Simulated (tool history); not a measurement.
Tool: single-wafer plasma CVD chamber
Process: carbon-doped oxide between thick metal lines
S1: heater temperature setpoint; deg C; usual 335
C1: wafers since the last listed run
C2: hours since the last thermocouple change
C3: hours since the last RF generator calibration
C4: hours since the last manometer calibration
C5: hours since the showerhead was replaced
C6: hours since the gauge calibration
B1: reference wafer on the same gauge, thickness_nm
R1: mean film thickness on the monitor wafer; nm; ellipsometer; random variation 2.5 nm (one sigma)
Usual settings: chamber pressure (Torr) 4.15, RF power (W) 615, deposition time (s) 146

{"run": 1, "hour": 0.0, "S1": 341, "chamber pressure (Torr)": 4.15, "RF power (W)": 615, "deposition time (s)": 146, "C1": 0, "C2": 1334, "C3": 797.4, "C4": 958.3, "C5": 2827.2, "C6": 171.5, "B1": 646.204, "R1": 760.081}
{"run": 2, "hour": 6.1, "S1": 341, "chamber pressure (Torr)": 4.15, "RF power (W)": 615, "deposition time (s)": 146, "C1": 55, "C2": 1340.1, "C3": 803.5, "C4": 964.4, "C5": 2833.3, "C6": 177.6, "B1": 645.926, "R1": 752.87}
{"run": 3, "hour": 12.8, "S1": 335, "chamber pressure (Torr)": 4.15, "RF power (W)": 615, "deposition time (s)": 146, "C1": 61, "C2": 1346.8, "C3": 810.2, "C4": 971.1, "C5": 2840, "C6": 184.3, "B1": 646.011, "R1": 770.58}
{"run": 4, "hour": 27.8, "S1": 335, "chamber pressure (Torr)": 4.15, "RF power (W)": 615, "deposition time (s)": 146, "C1": 136, "C2": 1361.8, "C3": 825.2, "C4": 986.1, "C5": 2855, "C6": 199.3, "B1": 645.76, "R1": 769.72}
{"run": 5, "hour": 42.7, "S1": 335, "chamber pressure (Torr)": 4.15, "RF power (W)": 615, "deposition time (s)": 146, "C1": 136, "C2": 1376.7, "C3": 840.1, "C4": 1001, "C5": 2869.9, "C6": 214.2, "B1": 645.933, "R1": 768.745}
{"run": 6, "hour": 55.2, "S1": 335, "chamber pressure (Torr)": 4.15, "RF power (W)": 615, "deposition time (s)": 146, "C1": 114, "C2": 1389.2, "C3": 852.6, "C4": 1013.5, "C5": 2882.4, "C6": 226.7, "B1": 645.87, "R1": 765.285}
{"run": 7, "hour": 67.0, "S1": 335, "chamber pressure (Torr)": 4.15, "RF power (W)": 615, "deposition time (s)": 129, "C1": 107, "C2": 1401, "C3": 864.4, "C4": 1025.3, "C5": 2894.2, "C6": 238.5, "B1": 646.086, "R1": 675.391}
{"run": 8, "hour": 79.7, "S1": 335, "chamber pressure (Torr)": 4.15, "RF power (W)": 615, "deposition time (s)": 129, "C1": 115, "C2": 1413.7, "C3": 877.1, "C4": 1038, "C5": 2906.9, "C6": 251.2, "B1": 645.92, "R1": 671.513}
{"run": 9, "hour": 96.2, "S1": 335, "chamber pressure (Torr)": 4.15, "RF power (W)": 615, "deposition time (s)": 129, "C1": 150, "C2": 1430.2, "C3": 893.6, "C4": 1054.5, "C5": 2923.4, "C6": 267.7, "B1": 646.023, "R1": 670.036}
{"run": 10, "hour": 108.0, "S1": 335, "chamber pressure (Torr)": 4.15, "RF power (W)": 615, "deposition time (s)": 146, "C1": 107, "C2": 1442, "C3": 905.4, "C4": 1066.3, "C5": 2935.2, "C6": 279.5, "B1": 645.787, "R1": 758.535}
{"hour": 126.4, "done": "thermocouple changed; heater temperature recalibrated"}
{"hour": 132.4, "done": "showerhead replaced"}
{"run": 11, "hour": 132.9, "S1": 335, "chamber pressure (Torr)": 4.15, "RF power (W)": 615, "deposition time (s)": 152, "C1": 98, "C2": 6.5, "C3": 930.3, "C4": 1091.2, "C5": 0.5, "C6": 304.4, "B1": 646.105, "R1": 792.821}
{"run": 12, "hour": 134.7, "S1": 335, "chamber pressure (Torr)": 4.15, "RF power (W)": 615, "deposition time (s)": 146, "C1": 16, "C2": 8.3, "C3": 932.1, "C4": 1093, "C5": 2.3, "C6": 306.2, "B1": 645.689, "R1": 761.621}
{"hour": 146.9, "done": "RF generator calibrated"}
{"run": 13, "hour": 147.4, "S1": 335, "chamber pressure (Torr)": 4.15, "RF power (W)": 615, "deposition time (s)": 146, "C1": 42, "C2": 21, "C3": 0.5, "C4": 1105.7, "C5": 15, "C6": 318.9, "B1": 646.438, "R1": 801.943}
{"run": 14, "hour": 176.3, "S1": 335, "chamber pressure (Torr)": 4.15, "RF power (W)": 615, "deposition time (s)": 146, "C1": 263, "C2": 49.9, "C3": 29.4, "C4": 1134.6, "C5": 43.9, "C6": 347.8, "B1": 646.068, "R1": 802.045}
{"run": 15, "hour": 186.5, "S1": 335, "chamber pressure (Torr)": 4.15, "RF power (W)": 725, "deposition time (s)": 146, "C1": 93, "C2": 60.1, "C3": 39.6, "C4": 1144.8, "C5": 54.1, "C6": 358, "B1": 645.824, "R1": 890.582}
{"run": 16, "hour": 202.3, "S1": 335, "chamber pressure (Torr)": 4.15, "RF power (W)": 615, "deposition time (s)": 119, "C1": 144, "C2": 75.9, "C3": 55.4, "C4": 1160.6, "C5": 69.9, "C6": 373.8, "B1": 646.302, "R1": 652.927}
{"hour": 226.2, "done": "gauge calibrated"}
{"run": 17, "hour": 231.2, "S1": 335, "chamber pressure (Torr)": 4.15, "RF power (W)": 615, "deposition time (s)": 146, "C1": 263, "C2": 104.8, "C3": 84.3, "C4": 1189.5, "C5": 98.8, "C6": 5, "B1": 645.93, "R1": 805.586}
{"run": 18, "hour": 242.6, "S1": 335, "chamber pressure (Torr)": 4.67, "RF power (W)": 655, "deposition time (s)": 135, "C1": 104, "C2": 116.2, "C3": 95.7, "C4": 1200.9, "C5": 110.2, "C6": 16.4, "B1": 645.724, "R1": 789.454}
{"hour": 259.3, "done": "capacitance manometer re-zeroed and calibrated"}
{"run": 19, "hour": 259.8, "S1": 335, "chamber pressure (Torr)": 4.15, "RF power (W)": 680, "deposition time (s)": 146, "C1": 84, "C2": 133.4, "C3": 112.9, "C4": 0.5, "C5": 127.4, "C6": 33.6, "B1": 645.936, "R1": 858.113}
{"run": 20, "hour": 275.3, "S1": 335, "chamber pressure (Torr)": 4.15, "RF power (W)": 615, "deposition time (s)": 146, "C1": 141, "C2": 148.9, "C3": 128.4, "C4": 16, "C5": 142.9, "C6": 49.1, "B1": 645.918, "R1": 807.503}
{"run": 21, "hour": 287.6, "S1": 327, "chamber pressure (Torr)": 4.15, "RF power (W)": 615, "deposition time (s)": 154, "C1": 112, "C2": 161.2, "C3": 140.7, "C4": 28.3, "C5": 155.2, "C6": 61.4, "B1": 646.212, "R1": 868.489}
{"run": 22, "hour": 299.0, "S1": 329, "chamber pressure (Torr)": 4.58, "RF power (W)": 615, "deposition time (s)": 146, "C1": 104, "C2": 172.6, "C3": 152.1, "C4": 39.7, "C5": 166.6, "C6": 72.8, "B1": 645.94, "R1": 835.42}
{"run": 23, "hour": 316.7, "S1": 335, "chamber pressure (Torr)": 4.15, "RF power (W)": 615, "deposition time (s)": 146, "C1": 161, "C2": 190.3, "C3": 169.8, "C4": 57.4, "C5": 184.3, "C6": 90.5, "B1": 645.944, "R1": 803.538}

Run 24 comes next. What will it give?
{"run": 24, "hour": 338.6, "S1": 335, "chamber pressure (Torr)": 4.84, "RF power (W)": 735, "deposition time (s)": 146, "C1": 200, "C2": 212.2, "C3": 191.7, "C4": 79.3, "C5": 206.2, "C6": 112.4, "B1": "?", "R1": "?"}

{"run 24": {"B1": 645.613, "R1": 922.381}}
Without the tool's hidden state the same run would have given R1 925.545 nm.
